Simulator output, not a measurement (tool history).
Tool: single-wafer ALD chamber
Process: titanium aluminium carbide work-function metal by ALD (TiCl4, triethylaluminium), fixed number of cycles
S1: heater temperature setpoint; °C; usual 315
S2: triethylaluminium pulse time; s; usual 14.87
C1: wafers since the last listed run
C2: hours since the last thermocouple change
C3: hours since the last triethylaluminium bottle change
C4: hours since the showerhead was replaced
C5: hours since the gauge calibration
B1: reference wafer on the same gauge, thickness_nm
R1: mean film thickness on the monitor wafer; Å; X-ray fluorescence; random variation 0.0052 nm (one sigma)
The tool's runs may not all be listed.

run 1 day=0 | S1=315 S2=14.87 | C1=0 C2=2944.4 C3=1079.1 C4=7636 C5=58.4 | B1=2.36 | R1=20.78
run 2 day=0.325 | S1=326 S2=14.87 | C1=60 C2=2952.2 C3=1086.9 C4=7643.8 C5=66.2 | B1=2.36 | R1=21.66
run 3 day=1.033 | S1=312 S2=14.87 | C1=132 C2=2969.2 C3=1103.9 C4=7660.8 C5=83.2 | B1=2.36 | R1=20.57
run 4 day=1.408 | S1=315 S2=16.31 | C1=70 C2=2978.2 C3=1112.9 C4=7669.8 C5=92.2 | B1=2.363 | R1=20.81
run 5 day=1.7 | S1=315 S2=14.87 | C1=54 C2=2985.2 C3=1119.9 C4=7676.8 C5=99.2 | B1=2.358 | R1=20.76
run 6 day=2.075 | S1=315 S2=14.87 | C1=70 C2=2994.2 C3=1128.9 C4=7685.8 C5=108.2 | B1=2.357 | R1=20.71
run 7 day=2.642 | S1=305 S2=19.52 | C1=106 C2=3007.8 C3=1142.5 C4=7699.4 C5=121.8 | B1=2.362 | R1=20.12
run 8 day=3.171 | S1=315 S2=14.87 | C1=99 C2=3020.5 C3=1155.2 C4=7712.1 C5=134.5 | B1=2.358 | R1=20.7
-- day=3.538 showerhead replaced
-- day=4.062 thermocouple changed; heater temperature recalibrated
run 9 day=4.083 | S1=318 S2=14.87 | C1=46 C2=0.5 C3=1177.1 C4=13.1 C5=156.4 | B1=2.362 | R1=20.83
run 10 day=4.454 | S1=318 S2=14.87 | C1=69 C2=9.4 C3=1186 C4=22 C5=165.3 | B1=2.36 | R1=20.94
-- day=4.575 gauge calibrated
run 11 day=4.762 | S1=315 S2=14.87 | C1=57 C2=16.8 C3=1193.4 C4=29.4 C5=4.5 | B1=2.362 | R1=20.71
-- day=5.133 triethylaluminium bottle replaced
run 12 day=5.183 | S1=315 S2=14.87 | C1=16 C2=26.9 C3=1.2 C4=39.5 C5=14.6 | B1=2.359 | R1=20.68
run 13 day=5.467 | S1=329 S2=9.76 | C1=53 C2=33.7 C3=8 C4=46.3 C5=21.4 | B1=2.36 | R1=21.28
run 14 day=6.2 | S1=315 S2=20.47 | C1=137 C2=51.3 C3=25.6 C4=63.9 C5=39 | B1=2.363 | R1=20.8
run 15 day=6.833 | S1=320 S2=9.91 | C1=118 C2=66.5 C3=40.8 C4=79.1 C5=54.2 | B1=2.364 | R1=20.65
run 16 day=7.117 | S1=301 S2=9.85 | C1=53 C2=73.3 C3=47.6 C4=85.9 C5=61 | B1=2.36 | R1=19.33
run 17 day=7.55 | S1=301 S2=14.87 | C1=81 C2=83.7 C3=58 C4=96.3 C5=71.4 | B1=2.361 | R1=19.58
run 18 day=8.058 | S1=315 S2=14.87 | C1=95 C2=95.9 C3=70.2 C4=108.5 C5=83.6 | B1=2.361 | R1=20.69
run 19 day=8.596 | S1=325 S2=19.4 | C1=100 C2=108.8 C3=83.1 C4=121.4 C5=96.5 | B1=2.361 | R1=21.47
run 20 day=9.233 | S1=321 S2=11.06 | C1=119 C2=124.1 C3=98.4 C4=136.7 C5=111.8 | B1=2.357 | R1=20.94
run 21 day=9.546 | S1=315 S2=20.5 | C1=58 C2=131.6 C3=105.9 C4=144.2 C5=119.3 | B1=2.36 | R1=20.84
run 22 day=10.196 | S1=315 S2=14.87 | C1=121 C2=147.2 C3=121.5 C4=159.8 C5=134.9 | B1=2.36 | R1=20.77
run 23 day=10.512 | S1=328 S2=12.24 | C1=59 C2=154.8 C3=129.1 C4=167.4 C5=142.5 | B1=2.358 | R1=21.56
run 24 day=10.846 | S1=318 S2=14.87 | C1=62 C2=162.8 C3=137.1 C4=175.4 C5=150.5 | B1=2.36 | R1=20.92
run 25 day=11.346 | S1=309 S2=19.3 | C1=93 C2=174.8 C3=149.1 C4=187.4 C5=162.5 | B1=2.362 | R1=20.37

How the hidden state differs across the entries between the runs, from the last listed run before each to the first after it:
Between runs 8 and 9: showerhead replaced (day 3.538); thermocouple changed; heater temperature recalibrated (day 4.062)
  no hidden state differs between the two runs
Between runs 10 and 11: gauge calibrated (day 4.575)
  no hidden state differs between the two runs
Between runs 11 and 12: triethylaluminium bottle replaced (day 5.133)
  no hidden state differs between the two runs
